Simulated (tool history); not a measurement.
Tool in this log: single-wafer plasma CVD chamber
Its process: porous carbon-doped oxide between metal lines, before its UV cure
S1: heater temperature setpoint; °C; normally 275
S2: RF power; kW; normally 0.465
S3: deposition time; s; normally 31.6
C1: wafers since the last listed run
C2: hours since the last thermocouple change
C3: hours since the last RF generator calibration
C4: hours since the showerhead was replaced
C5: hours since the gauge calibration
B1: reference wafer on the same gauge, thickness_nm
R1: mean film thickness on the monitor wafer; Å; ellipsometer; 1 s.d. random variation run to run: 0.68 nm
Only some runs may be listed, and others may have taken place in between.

run,hour,S1,S2,S3,C1,C2,C3,C4,C5,B1,R1
1,0.0,275,0.465,31.6,0,1150.5,1927.2,6506.7,65.5,185.512,1860.94
2,33.0,275,0.465,31.6,556,1183.5,1960.2,6539.7,98.5,185.267,1853.62
3,45.2,275,0.465,26.9,205,1195.7,1972.4,6551.9,110.7,184.987,1583.15
4,73.4,275,0.465,31.6,475,1223.9,2000.6,6580.1,138.9,184.420,1849.13
5,97.0,275,0.420,31.6,398,1247.5,2024.2,6603.7,162.5,184.624,1720.99
6,122.1,275,0.420,31.6,423,1272.6,2049.3,6628.8,187.6,184.319,1729.50
7,152.4,275,0.420,31.6,511,1302.9,2079.6,6659.1,217.9,184.347,1713.13
# hour 173.6: RF generator calibrated
8,174.1,263,0.465,31.6,231,1324.6,0.5,6680.8,239.6,184.276,1999.25
9,205.7,263,0.465,31.6,533,1356.2,32.1,6712.4,271.2,184.215,2006.23
# hour 221.3: showerhead replaced
10,231.8,275,0.465,31.6,305,1382.3,58.2,10.5,297.3,184.243,1855.85
11,257.7,265,0.550,33.3,437,1408.2,84.1,36.4,323.2,184.182,2313.13
# hour 268.2: gauge calibrated
12,269.9,288,0.420,31.6,205,1420.4,96.3,48.6,1.7,186.712,1604.25
# hour 280.8: thermocouple changed; heater temperature recalibrated
13,284.7,280,0.540,25.7,114,3.9,111.1,63.4,16.5,186.460,1619.62
14,302.6,264,0.530,37.4,302,21.8,129.0,81.3,34.4,186.347,2570.51
15,325.9,275,0.375,27.4,393,45.1,152.3,104.6,57.7,185.737,1389.04
16,351.3,287,0.495,35.6,428,70.5,177.7,130.0,83.1,185.526,2023.07
17,364.2,271,0.490,31.6,217,83.4,190.6,142.9,96.0,185.464,1963.24
18,389.2,275,0.465,31.6,421,108.4,215.6,167.9,121.0,185.345,1860.52
19,421.3,290,0.465,31.6,541,140.5,247.7,200.0,153.1,185.111,1685.80

Consider 4 possible next runs. They are alternatives, not a sequence: every one starts from the tool as it was left by run 19. What does each give?
A,421.7,275,0.465,31.6,6,140.9,248.1,200.4,153.5,?,?
B,421.7,268,0.515,36.1,6,140.9,248.1,200.4,153.5,?,?
C,421.7,282,0.530,28.4,6,140.9,248.1,200.4,153.5,?,?
D,421.7,269,0.465,28.9,6,140.9,248.1,200.4,153.5,?,?

run,B1,R1
A,185.082,1846.39
B,185.082,2349.18
C,185.082,1729.31
D,185.082,1761.68
With the hidden condition removed and each run's random variation left untouched, the same runs would have given:
run,R1
A,1866.21
B,2374.39
C,1747.87
D,1780.59

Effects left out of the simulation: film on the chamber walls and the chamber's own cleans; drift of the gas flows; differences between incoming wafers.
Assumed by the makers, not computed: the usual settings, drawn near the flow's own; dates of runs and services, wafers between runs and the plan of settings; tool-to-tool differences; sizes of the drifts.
